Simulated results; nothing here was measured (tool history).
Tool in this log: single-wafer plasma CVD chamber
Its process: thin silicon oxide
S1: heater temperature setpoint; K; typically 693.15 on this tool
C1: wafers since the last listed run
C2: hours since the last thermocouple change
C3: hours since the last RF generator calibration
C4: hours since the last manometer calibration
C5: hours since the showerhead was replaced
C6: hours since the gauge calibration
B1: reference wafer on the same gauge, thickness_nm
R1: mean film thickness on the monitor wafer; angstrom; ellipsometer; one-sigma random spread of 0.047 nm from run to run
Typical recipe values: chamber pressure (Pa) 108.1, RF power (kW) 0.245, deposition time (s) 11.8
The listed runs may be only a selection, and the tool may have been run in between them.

Run 1, hour 0.0: usual settings; C1 0; C2 1715.0; C3 1019.3; C4 2100.1; C5 4209.3; C6 359.7; B1 24.888. Result: R1 239.16 angstrom.
At hour 20.7: RF generator calibrated.
Run 2, hour 21.2: usual settings but RF power (kW) 0.215; C1 230; C2 1736.2; C3 0.5; C4 2121.3; C5 4230.5; C6 380.9; B1 24.879. Result: R1 222.72 angstrom.
Run 3, hour 50.0: usual settings but RF power (kW) 0.215; C1 502; C2 1765.0; C3 29.3; C4 2150.1; C5 4259.3; C6 409.7; B1 24.928. Result: R1 223.23 angstrom.
Run 4, hour 59.1: usual settings but RF power (kW) 0.215; C1 158; C2 1774.1; C3 38.4; C4 2159.2; C5 4268.4; C6 418.8; B1 24.900. Result: R1 222.73 angstrom.
At hour 67.8: showerhead replaced.
Run 5, hour 68.3: usual settings; C1 20; C2 1783.3; C3 47.6; C4 2168.4; C5 0.5; C6 428.0; B1 24.903. Result: R1 238.99 angstrom.
Run 6, hour 78.3: usual settings; C1 174; C2 1793.3; C3 57.6; C4 2178.4; C5 10.5; C6 438.0; B1 24.903. Result: R1 239.77 angstrom.
Run 7, hour 85.2: usual settings; C1 120; C2 1800.2; C3 64.5; C4 2185.3; C5 17.4; C6 444.9; B1 24.875. Result: R1 238.02 angstrom.
Run 8, hour 97.8: usual settings; C1 219; C2 1812.8; C3 77.1; C4 2197.9; C5 30.0; C6 457.5; B1 24.901. Result: R1 238.64 angstrom.
At hour 106.8: capacitance manometer re-zeroed and calibrated.
At hour 112.0: gauge calibrated.
Run 9, hour 113.8: usual settings but deposition time (s) 12.7; C1 139; C2 1828.8; C3 93.1; C4 7.0; C5 46.0; C6 1.8; B1 24.893. Result: R1 248.95 angstrom.
Run 10, hour 120.6: usual settings; C1 118; C2 1835.6; C3 99.9; C4 13.8; C5 52.8; C6 8.6; B1 24.908. Result: R1 230.14 angstrom.
Run 11, hour 128.3: usual settings but RF power (kW) 0.225; C1 134; C2 1843.3; C3 107.6; C4 21.5; C5 60.5; C6 16.3; B1 24.899. Result: R1 220.47 angstrom.
Run 12, hour 146.2: usual settings but RF power (kW) 0.290; C1 312; C2 1861.2; C3 125.5; C4 39.4; C5 78.4; C6 34.2; B1 24.894. Result: R1 250.91 angstrom.
Run 13, hour 152.5: usual settings but S1 689.15 K, chamber pressure (Pa) 129.7; C1 109; C2 1867.5; C3 131.8; C4 45.7; C5 84.7; C6 40.5; B1 24.925. Result: R1 253.43 angstrom.
Run 14, hour 164.5: usual settings; C1 209; C2 1879.5; C3 143.8; C4 57.7; C5 96.7; C6 52.5; B1 24.903. Result: R1 231.45 angstrom.
Run 15, hour 178.4: usual settings; C1 242; C2 1893.4; C3 157.7; C4 71.6; C5 110.6; C6 66.4; B1 24.908. Result: R1 231.04 angstrom.
Run 16, hour 195.8: usual settings but S1 699.15 K; C1 303; C2 1910.8; C3 175.1; C4 89.0; C5 128.0; C6 83.8; B1 24.885. Result: R1 230.78 angstrom.
At hour 206.5: thermocouple changed; heater temperature recalibrated.
Run 17, hour 212.2: usual settings but RF power (kW) 0.210; C1 146; C2 5.7; C3 191.5; C4 105.4; C5 144.4; C6 100.2; B1 24.866. Result: R1 212.62 angstrom.
Run 18, hour 223.1: usual settings but S1 702.15 K, chamber pressure (Pa) 126.3, deposition time (s) 10.2; C1 190; C2 16.6; C3 202.4; C4 116.3; C5 155.3; C6 111.1; B1 24.891. Result: R1 214.91 angstrom.
Run 19, hour 238.7: usual settings; C1 272; C2 32.2; C3 218.0; C4 131.9; C5 170.9; C6 126.7; B1 24.902. Result: R1 230.67 angstrom.
Run 20, hour 249.4: usual settings but S1 698.15 K, chamber pressure (Pa) 82.0, RF power (kW) 0.205; C1 186; C2 42.9; C3 228.7; C4 142.6; C5 181.6; C6 137.4; B1 24.914. Result: R1 181.11 angstrom.
Run 21, hour 260.6: usual settings but chamber pressure (Pa) 120.1, RF power (kW) 0.285; C1 195; C2 54.1; C3 239.9; C4 153.8; C5 192.8; C6 148.6; B1 24.896. Result: R1 263.14 angstrom.
Run 22, hour 269.6: usual settings but S1 705.15 K, deposition time (s) 10.5; C1 157; C2 63.1; C3 248.9; C4 162.8; C5 201.8; C6 157.6; B1 24.912. Result: R1 204.16 angstrom.
Run 23, hour 282.6: usual settings but chamber pressure (Pa) 121.9; C1 226; C2 76.1; C3 261.9; C4 175.8; C5 214.8; C6 170.6; B1 24.909. Result: R1 245.65 angstrom.
Run 24, hour 308.4: usual settings but S1 682.15 K, chamber pressure (Pa) 117.2, deposition time (s) 10.6; C1 450; C2 101.9; C3 287.7; C4 201.6; C5 240.6; C6 196.4; B1 24.888. Result: R1 218.08 angstrom.
Run 25, hour 323.5: usual settings but deposition time (s) 10.7; C1 263; C2 117.0; C3 302.8; C4 216.7; C5 255.7; C6 211.5; B1 24.868. Result: R1 209.73 angstrom.
Run 26, hour 329.5: usual settings; C1 104; C2 123.0; C3 308.8; C4 222.7; C5 261.7; C6 217.5; B1 24.911. Result: R1 231.78 angstrom.
Run 27, hour 346.3: usual settings but S1 688.15 K, chamber pressure (Pa) 100.5, deposition time (s) 14.0; C1 293; C2 139.8; C3 325.6; C4 239.5; C5 278.5; C6 234.3; B1 24.891. Result: R1 264.47 angstrom.
Run 28, hour 363.1: usual settings but S1 698.15 K, chamber pressure (Pa) 131.9, RF power (kW) 0.195, deposition time (s) 9.5; C1 293; C2 156.6; C3 342.4; C4 256.3; C5 295.3; C6 251.1; B1 24.911. Result: R1 180.83 angstrom.
Run 29, hour 380.0: usual settings but deposition time (s) 12.7; C1 295; C2 173.5; C3 359.3; C4 273.2; C5 312.2; C6 268.0; B1 24.878. Result: R1 249.79 angstrom.

Branching from run 29: 4 alternative next runs. What would each branch give?
Run A, hour 380.4: usual settings but S1 704.15 K; C1 6; C2 173.9; C3 359.7; C4 273.6; C5 312.6; C6 268.4; B1 ?. Result: R1 ?.
Run B, hour 380.4: usual settings but S1 701.15 K, chamber pressure (Pa) 83.7, RF power (kW) 0.265, deposition time (s) 11.1; C1 6; C2 173.9; C3 359.7; C4 273.6; C5 312.6; C6 268.4; B1 ?. Result: R1 ?.
Run C, hour 380.4: usual settings but S1 684.15 K, chamber pressure (Pa) 82.8, RF power (kW) 0.260, deposition time (s) 11.0; C1 6; C2 173.9; C3 359.7; C4 273.6; C5 312.6; C6 268.4; B1 ?. Result: R1 ?.
Run D, hour 380.4: usual settings but S1 679.15 K; C1 6; C2 173.9; C3 359.7; C4 273.6; C5 312.6; C6 268.4; B1 ?. Result: R1 ?.

run      B1      R1
  A  24.890  230.02
  B  24.890  198.09
  C  24.890  195.29
  D  24.890  233.43
Take away the tool's hidden state, keep each run's random variation, and the runs would have read:
run      R1
  A  229.22
  B  197.34
  C  194.55
  D  232.62
